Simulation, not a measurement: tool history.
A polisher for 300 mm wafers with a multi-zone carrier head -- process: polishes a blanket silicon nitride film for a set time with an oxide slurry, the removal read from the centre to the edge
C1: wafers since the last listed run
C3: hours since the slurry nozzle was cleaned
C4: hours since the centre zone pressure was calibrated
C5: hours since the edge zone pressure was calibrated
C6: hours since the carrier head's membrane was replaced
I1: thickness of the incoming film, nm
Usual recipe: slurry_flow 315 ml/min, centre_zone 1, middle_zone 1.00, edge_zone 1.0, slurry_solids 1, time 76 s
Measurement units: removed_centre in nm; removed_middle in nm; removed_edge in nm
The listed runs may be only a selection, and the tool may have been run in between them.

{"run": 1, "hour": 0.0, "slurry_flow": 315, "centre_zone": 1, "middle_zone": 1.0, "edge_zone": 1.0, "slurry_solids": 1, "time": 76, "C1": 0, "wafers polished on this pad": 678, "C3": 261.2, "C4": 857.9, "C5": 175.0, "C6": 636.0, "I1": 336.4, "removed_centre": 46.9, "removed_middle": 49.6, "removed_edge": 51.3}
{"hour": 63.9, "done": "worn pad replaced by a new one"}
{"run": 2, "hour": 122.6, "slurry_flow": 315, "centre_zone": 1, "middle_zone": 1.0, "edge_zone": 1.0, "slurry_solids": 1, "time": 76, "C1": 1139, "wafers polished on this pad": 563, "C3": 383.8, "C4": 980.5, "C5": 297.6, "C6": 758.6, "I1": 345.3, "removed_centre": 44.0, "removed_middle": 48.4, "removed_edge": 51.0}
{"hour": 152.0, "done": "edge zone pressure recalibrated"}
{"run": 3, "hour": 156.3, "slurry_flow": 315, "centre_zone": 1, "middle_zone": 1.0, "edge_zone": 1.0, "slurry_solids": 1, "time": 76, "C1": 304, "wafers polished on this pad": 868, "C3": 417.5, "C4": 1014.2, "C5": 4.3, "C6": 792.3, "I1": 337.6, "removed_centre": 43.5, "removed_middle": 49.2, "removed_edge": 49.7}
{"run": 4, "hour": 222.2, "slurry_flow": 315, "centre_zone": 1, "middle_zone": 1.04, "edge_zone": 1.0, "slurry_solids": 1, "time": 76, "C1": 633, "wafers polished on this pad": 1501, "C3": 483.4, "C4": 1080.1, "C5": 70.2, "C6": 858.2, "I1": 340.9, "removed_centre": 42.9, "removed_middle": 50.2, "removed_edge": 50.3}
{"hour": 228.6, "done": "worn pad replaced by a new one"}
{"run": 5, "hour": 280.7, "slurry_flow": 315, "centre_zone": 1, "middle_zone": 1.04, "edge_zone": 1.0, "slurry_solids": 1, "time": 76, "C1": 523, "wafers polished on this pad": 500, "C3": 541.9, "C4": 1138.6, "C5": 128.7, "C6": 916.7, "I1": 340.8, "removed_centre": 42.6, "removed_middle": 50.9, "removed_edge": 50.3}
{"run": 6, "hour": 312.0, "slurry_flow": 315, "centre_zone": 1, "middle_zone": 1.04, "edge_zone": 1.0, "slurry_solids": 1, "time": 76, "C1": 300, "wafers polished on this pad": 800, "C3": 573.2, "C4": 1169.9, "C5": 160.0, "C6": 948.0, "I1": 335.1, "removed_centre": 42.4, "removed_middle": 49.3, "removed_edge": 50.3}
{"hour": 324.7, "done": "centre zone pressure recalibrated"}
{"hour": 347.1, "done": "carrier head's membrane replaced by a new one"}
{"run": 7, "hour": 371.1, "slurry_flow": 315, "centre_zone": 1, "middle_zone": 1.0, "edge_zone": 1.0, "slurry_solids": 1, "time": 76, "C1": 500, "wafers polished on this pad": 1301, "C3": 632.3, "C4": 46.4, "C5": 219.1, "C6": 24.0, "I1": 343.4, "removed_centre": 46.9, "removed_middle": 48.6, "removed_edge": 50.0}

Run 8 has not been measured yet. What should we expect?
{"hour": 393.9, "done": "worn pad replaced by a new one"}
{"hour": 414.9, "done": "slurry nozzle cleaned"}
{"run": 8, "hour": 415.4, "slurry_flow": 315, "centre_zone": 1, "middle_zone": 1.0, "edge_zone": 1.1, "slurry_solids": 1, "time": 65, "C1": 377, "wafers polished on this pad": 196, "C3": 0.5, "C4": 90.7, "C5": 263.4, "C6": 68.3, "I1": 335.9, "removed_centre": "?", "removed_middle": "?", "removed_edge": "?"}

removed_centre: 43.8 nm
removed_middle: 46.4 nm
removed_edge: 47.7 nm
The same run, on a tool lacking any hidden state, would have yielded removed_centre 44.3 nm, removed_middle 46.5 nm, removed_edge 47.8 nm.
